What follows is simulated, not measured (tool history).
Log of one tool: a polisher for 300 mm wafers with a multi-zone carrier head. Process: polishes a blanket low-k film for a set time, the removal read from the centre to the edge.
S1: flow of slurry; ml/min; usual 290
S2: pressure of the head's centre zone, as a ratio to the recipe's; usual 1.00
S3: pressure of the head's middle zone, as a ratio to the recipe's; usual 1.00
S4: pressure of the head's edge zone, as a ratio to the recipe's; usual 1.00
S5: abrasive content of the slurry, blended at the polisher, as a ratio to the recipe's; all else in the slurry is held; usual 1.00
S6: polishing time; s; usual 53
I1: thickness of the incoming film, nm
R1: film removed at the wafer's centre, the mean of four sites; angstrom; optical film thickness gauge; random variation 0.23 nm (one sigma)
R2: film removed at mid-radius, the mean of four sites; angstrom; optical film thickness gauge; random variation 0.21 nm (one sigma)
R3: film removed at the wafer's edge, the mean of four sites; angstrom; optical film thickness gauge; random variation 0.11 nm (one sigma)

run   hour   S1    S2    S3    S4    S5  S6     I1   R1   R2   R3
  1    0.0  290  1.00  1.00  1.00  1.00  66  755.7  177  178  187
  2   16.5  290  1.00  1.00  1.00  1.00  66  754.4  177  172  186
  3   50.9  235  1.00  1.00  0.91  1.00  36  748.6   92   90   92
  4   72.9  290  1.00  1.00  1.00  1.00  53  762.8  143  144  146
      77.9  -- edge zone pressure recalibrated
      88.2  -- carrier head's membrane replaced by a new one
  5   88.7  290  1.00  0.91  0.96  1.00  53  771.5  141  132  146
  6  100.7  290  1.00  0.95  1.00  1.00  53  754.4  142  135  147
  7  118.8  215  1.00  1.00  1.00  1.00  53  766.4  132  132  141
  8  144.2  290  1.00  1.00  1.00  1.15  53  754.7  147  144  159
     170.9  -- centre zone pressure recalibrated
  9  171.4  290  1.00  1.00  0.89  0.80  53  758.1  127  128  125
     181.3  -- slurry nozzle cleaned
     183.2  -- worn pad replaced by a new one
 10  203.8  290  1.00  1.00  1.00  1.15  53  760.2  167  161  167
 11  226.9  215  1.10  1.00  1.00  1.00  53  766.1  162  140  152
 12  241.4  290  1.00  1.00  1.00  1.00  53  761.7  152  151  156
 13  276.3  320  1.00  1.06  1.06  1.00  71  756.5  204  207  212
 14  311.8  290  1.00  1.00  1.00  1.00  53  760.4  149  146  154
 15  343.7  290  1.09  0.97  1.00  1.00  53  766.6  163  146  152
     360.5  -- worn pad replaced by a new one
 16  368.0  290  1.00  1.00  1.00  1.00  53  764.0  149  144  153
 17  381.5  250  1.00  1.00  1.00  1.00  69  745.6  184  186  195
 18  401.9  290  1.00  1.00  1.00  1.00  53  760.2  146  145  153
 19  488.7  290  1.00  1.00  0.90  1.00  53  766.6  147  139  143
 20  520.2  365  1.10  1.00  1.04  1.00  72  764.1  223  201  212
 21  533.8  370  1.00  0.88  1.00  1.00  53  753.9  148  135  155
     562.1  -- edge zone pressure recalibrated
 22  562.7  240  0.95  1.11  1.00  1.00  53  763.1  129  145  143

4 ways to go on from here, each from the tool as it stands after run 22. What would each give?
  A  563.1  225  1.00  1.00  1.00  1.00  53  764.7   ?   ?   ?
  B  563.1  290  1.12  1.00  1.12  1.25  46  764.7   ?   ?   ?
  C  563.1  290  1.00  1.00  1.00  1.10  67  764.7   ?   ?   ?
  D  563.1  290  1.10  0.96  1.00  1.00  53  764.7   ?   ?   ?

run   R1   R2   R3
  A  135  136  144
  B  151  137  151
  C  189  189  198
  D  156  139  150
Without the tool's hidden state the same runs would have given:
run   R1   R2   R3
  A  150  150  155
  B  164  147  160
  C  205  204  209
  D  169  150  159
